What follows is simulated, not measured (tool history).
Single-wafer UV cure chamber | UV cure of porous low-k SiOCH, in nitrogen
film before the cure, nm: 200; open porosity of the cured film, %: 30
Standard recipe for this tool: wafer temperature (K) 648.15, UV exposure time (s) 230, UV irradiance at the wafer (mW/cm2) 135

| run | day | wafer temperature (K) | UV exposure time (s) | UV irradiance at the wafer (mW/cm2) | loss of film thickness in the cure (%) |
|---|---|---|---|---|---|
| 1 | 0.000 | 648.15 | 230 | 135 | 15.339 |
| 2 | 2.892 | 648.15 | 230 | 135 | 15.346 |
| 3 | 5.375 | 648.15 | 230 | 135 | 14.849 |
| 4 | 7.750 | 648.15 | 300 | 135 | 16.868 |
| 5 | 10.025 | 648.15 | 300 | 135 | 16.255 |
|  | 11.204 | UV bulbs replaced |
| 6 | 11.396 | 648.15 | 230 | 135 | 14.975 |
|  | 12.583 | quartz window cleaned |
| 7 | 13.908 | 648.15 | 230 | 135 | 15.975 |
| 8 | 16.596 | 648.15 | 230 | 135 | 15.916 |
| 9 | 18.088 | 635.15 | 230 | 135 | 15.096 |
| 10 | 19.508 | 648.15 | 265 | 108 | 14.535 |
| 11 | 20.883 | 640.15 | 170 | 109 | 12.441 |
| 12 | 22.908 | 664.15 | 190 | 119 | 13.609 |
| 13 | 24.538 | 648.15 | 230 | 135 | 14.900 |
| 14 | 26.392 | 655.15 | 110 | 116 | 10.204 |

Estimate the outcome of run 15 from the log above:
|  | 27.054 | quartz window cleaned |
| 15 | 28.046 | 648.15 | 230 | 135 | ? |

Run 15 produced loss of film thickness in the cure (%) 15.818.
With no hidden state in the tool, this same run would have given loss of film thickness in the cure (%) 16.235.
